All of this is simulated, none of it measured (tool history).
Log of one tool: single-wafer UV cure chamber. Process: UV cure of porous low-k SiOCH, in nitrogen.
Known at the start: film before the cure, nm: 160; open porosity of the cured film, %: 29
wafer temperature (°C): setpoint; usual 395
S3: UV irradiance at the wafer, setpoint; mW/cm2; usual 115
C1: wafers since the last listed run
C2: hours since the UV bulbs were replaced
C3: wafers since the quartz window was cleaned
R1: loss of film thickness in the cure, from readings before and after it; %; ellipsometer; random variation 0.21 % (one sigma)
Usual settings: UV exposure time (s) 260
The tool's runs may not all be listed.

run 1 hour=0 | wafer_temperature_(°C)=395 UV_exposure_time_(s)=260 S3=115 | C1=0 C2=1145.1 C3=2132 | R1=15.117
-- hour=21.7 quartz window cleaned
run 2 hour=62.8 | wafer_temperature_(°C)=395 UV_exposure_time_(s)=260 S3=115 | C1=612 C2=1207.9 C3=460 | R1=14.928
run 3 hour=110.2 | wafer_temperature_(°C)=395 UV_exposure_time_(s)=260 S3=115 | C1=530 C2=1255.3 C3=990 | R1=14.906
run 4 hour=179.3 | wafer_temperature_(°C)=395 UV_exposure_time_(s)=260 S3=115 | C1=772 C2=1324.4 C3=1763 | R1=14.563
-- hour=194.4 quartz window cleaned
run 5 hour=233.2 | wafer_temperature_(°C)=395 UV_exposure_time_(s)=260 S3=115 | C1=513 C2=1378.3 C3=433 | R1=14.871
run 6 hour=292 | wafer_temperature_(°C)=395 UV_exposure_time_(s)=260 S3=115 | C1=657 C2=1437.1 C3=1091 | R1=14.716
run 7 hour=337.6 | wafer_temperature_(°C)=395 UV_exposure_time_(s)=260 S3=115 | C1=510 C2=1482.7 C3=1601 | R1=14.856
-- hour=364.8 quartz window cleaned
run 8 hour=383.8 | wafer_temperature_(°C)=395 UV_exposure_time_(s)=260 S3=115 | C1=427 C2=1528.9 C3=212 | R1=14.433
-- hour=422.6 UV bulbs replaced
run 9 hour=423.1 | wafer_temperature_(°C)=395 UV_exposure_time_(s)=260 S3=115 | C1=350 C2=0.5 C3=562 | R1=16.588
run 10 hour=453.4 | wafer_temperature_(°C)=395 UV_exposure_time_(s)=260 S3=115 | C1=338 C2=30.8 C3=901 | R1=16.46
run 11 hour=486 | wafer_temperature_(°C)=413 UV_exposure_time_(s)=260 S3=115 | C1=364 C2=63.4 C3=1265 | R1=16.923
run 12 hour=542.8 | wafer_temperature_(°C)=395 UV_exposure_time_(s)=260 S3=115 | C1=635 C2=120.2 C3=1901 | R1=16.239
-- hour=551.7 quartz window cleaned
run 13 hour=606.5 | wafer_temperature_(°C)=395 UV_exposure_time_(s)=260 S3=83 | C1=623 C2=183.9 C3=612 | R1=14.209
run 14 hour=638.6 | wafer_temperature_(°C)=395 UV_exposure_time_(s)=260 S3=75 | C1=359 C2=216 C3=972 | R1=14
run 15 hour=686.2 | wafer_temperature_(°C)=395 UV_exposure_time_(s)=260 S3=115 | C1=532 C2=263.6 C3=1504 | R1=15.946
run 16 hour=744.5 | wafer_temperature_(°C)=376 UV_exposure_time_(s)=260 S3=115 | C1=652 C2=321.9 C3=2156 | R1=15.743
-- hour=759.8 quartz window cleaned
run 17 hour=789.8 | wafer_temperature_(°C)=395 UV_exposure_time_(s)=260 S3=131 | C1=417 C2=367.2 C3=335 | R1=16.997
run 18 hour=847.3 | wafer_temperature_(°C)=380 UV_exposure_time_(s)=260 S3=115 | C1=643 C2=424.7 C3=978 | R1=15.709
run 19 hour=899.8 | wafer_temperature_(°C)=395 UV_exposure_time_(s)=405 S3=90 | C1=587 C2=477.2 C3=1565 | R1=16.94
-- hour=930.9 quartz window cleaned
run 20 hour=951.4 | wafer_temperature_(°C)=395 UV_exposure_time_(s)=260 S3=115 | C1=487 C2=528.8 C3=229 | R1=15.946
run 21 hour=984.7 | wafer_temperature_(°C)=395 UV_exposure_time_(s)=260 S3=115 | C1=372 C2=562.1 C3=602 | R1=15.653

Hidden state at the last listed run before each entry between runs and at the first one after, where it differs:
Between runs 1 and 2: quartz window cleaned (hour 21.7)
  lamp output below its setpoint, %: 24.6 -> 25.8
  measured less the result without the state, R1: -1.546 -> -1.621 %
Between runs 4 and 5: quartz window cleaned (hour 194.4)
  lamp output below its setpoint, %: 28 -> 29.1
  measured less the result without the state, R1: -1.759 -> -1.882 %
Between runs 7 and 8: quartz window cleaned (hour 364.8)
  lamp output below its setpoint, %: 31 -> 31.9
  measured less the result without the state, R1: -2.054 -> -2.073 %
Between runs 8 and 9: UV bulbs replaced (hour 422.6)
  lamp output below its setpoint, %: 31.9 -> 5.18
  measured less the result without the state, R1: -2.073 -> -0.297 %
Between runs 12 and 13: quartz window cleaned (hour 551.7)
  lamp output below its setpoint, %: 7.45 -> 8.66
  measured less the result without the state, R1: -0.427 -> -0.479 %
Between runs 16 and 17: quartz window cleaned (hour 759.8)
  lamp output below its setpoint, %: 11.3 -> 12.1
  measured less the result without the state, R1: -0.662 -> -0.733 %
Between runs 19 and 20: quartz window cleaned (hour 930.9)
  lamp output below its setpoint, %: 14.2 -> 15.2
  measured less the result without the state, R1: -0.855 -> -0.918 %
